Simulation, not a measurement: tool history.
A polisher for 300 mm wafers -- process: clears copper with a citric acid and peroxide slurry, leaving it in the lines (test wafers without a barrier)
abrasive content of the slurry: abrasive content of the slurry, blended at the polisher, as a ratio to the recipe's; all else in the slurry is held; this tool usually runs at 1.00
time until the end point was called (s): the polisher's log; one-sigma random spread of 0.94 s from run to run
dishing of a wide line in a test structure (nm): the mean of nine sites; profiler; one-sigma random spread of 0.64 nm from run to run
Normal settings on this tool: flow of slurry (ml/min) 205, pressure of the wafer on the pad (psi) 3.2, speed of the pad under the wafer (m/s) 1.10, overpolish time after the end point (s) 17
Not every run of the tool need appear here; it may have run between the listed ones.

run,hour,flow of slurry (ml/min),pressure of the wafer on the pad (psi),speed of the pad under the wafer (m/s),abrasive content of the slurry,overpolish time after the end point (s),wafers since the last listed run,wafers polished on this pad,hours since the slurry nozzle was cleaned,hours since the head pressure was calibrated,hours since the slurry blender was calibrated,"incoming thickness of the incoming film, nm",time until the end point was called (s),dishing of a wide line in a test structure (nm)
1,0.0,255,3.2,1.10,1.00,17,0,2155,261.0,794.7,123.5,295.0,116.2,33.0
# hour 21.7: head pressure recalibrated
2,100.4,205,3.2,1.10,1.00,17,521,2677,361.4,78.7,223.9,295.6,118.3,31.5
3,327.0,205,3.7,1.10,1.00,17,1201,3878,588.0,305.3,450.5,293.4,101.7,36.5
# hour 484.8: worn pad replaced by a new one
# hour 517.5: slurry nozzle cleaned
4,581.0,205,3.7,1.10,1.00,17,1320,504,63.5,559.3,704.5,297.0,101.2,36.1
# hour 601.4: slurry blender recalibrated
5,683.6,205,3.2,1.10,1.00,17,533,1038,166.1,661.9,82.2,299.3,118.9,31.5
6,765.2,205,3.2,1.32,1.00,17,432,1470,247.7,743.5,163.8,299.0,99.3,37.0
# hour 800.2: head pressure recalibrated
7,807.7,205,3.2,1.32,1.00,17,214,1685,290.2,7.5,206.3,291.6,96.6,36.2
8,859.5,260,2.7,0.98,1.00,17,274,1960,342.0,59.3,258.1,295.1,152.1,25.6
9,904.4,180,3.2,1.10,1.00,17,238,2198,386.9,104.2,303.0,301.1,121.4,30.3
10,1002.1,205,3.2,1.32,1.00,17,518,2716,484.6,201.9,400.7,294.9,96.2,37.0
11,1108.9,205,2.1,1.26,0.80,14,566,3282,591.4,308.7,507.5,291.7,164.3,18.7
12,1159.2,250,4.1,1.10,0.80,17,266,3549,641.7,359.0,557.8,291.4,95.1,37.3
13,1265.3,260,2.7,0.98,1.00,17,562,4112,747.8,465.1,663.9,294.4,152.7,25.2
# hour 1281.1: slurry nozzle cleaned
14,1305.2,225,3.2,1.10,1.00,13,206,4318,24.1,505.0,703.8,300.9,117.7,25.1
# hour 1346.7: worn pad replaced by a new one
15,1349.6,225,3.2,0.72,0.75,25,214,15,68.5,549.4,748.2,301.4,195.4,28.2
# hour 1357.7: slurry blender recalibrated
16,1407.1,245,3.7,1.10,0.80,10,294,309,126.0,606.9,49.4,295.9,107.6,20.8
17,1470.9,205,3.2,1.30,1.10,17,338,647,189.8,670.7,113.2,295.7,97.2,39.2
# hour 1564.4: head pressure recalibrated
18,1738.4,205,3.2,1.36,0.75,17,1407,2055,457.3,174.0,380.7,299.0,105.0,34.6
19,1836.2,205,3.2,1.10,1.15,26,518,2574,555.1,271.8,478.5,290.8,110.8,47.1
20,1877.8,135,3.2,0.78,1.00,24,220,2794,596.7,313.4,520.1,293.0,171.3,31.0
21,1983.1,205,3.2,1.10,1.20,17,558,3353,702.0,418.7,625.4,301.3,113.2,34.4
# hour 2073.3: slurry nozzle cleaned
# hour 2191.2: worn pad replaced by a new one
22,2194.4,270,3.2,1.22,1.00,23,1093,17,121.1,630.0,836.7,296.8,103.5,45.7
# hour 2217.2: slurry blender recalibrated
# hour 2324.4: head pressure recalibrated
23,2472.7,205,3.2,1.10,1.00,17,1454,1471,399.4,148.3,255.5,293.1,117.6,33.1
24,2520.0,230,3.7,1.10,1.00,17,250,1722,446.7,195.6,302.8,294.6,100.7,36.3
25,2569.9,205,3.2,1.10,1.00,17,264,1987,496.6,245.5,352.7,292.2,115.6,32.1
26,2636.6,205,3.8,1.32,1.00,17,353,2340,563.3,312.2,419.4,296.3,83.3,43.6
27,2734.3,205,3.2,1.10,1.00,17,518,2858,661.0,409.9,517.1,299.2,118.7,33.1
28,2812.6,205,3.2,1.10,1.00,8,415,3274,739.3,488.2,595.4,290.7,116.0,16.1

List, for all runs, the conditions of the tool that the log does not record:
removal rate lost through wear of the pad, %: 0 at every run
slurry flow missing at the pad, %: 0 at every run
deviation of the head's pressure from its setpoint, %: 0 at every run
abrasive missing from the slurry, %: 0 at every run
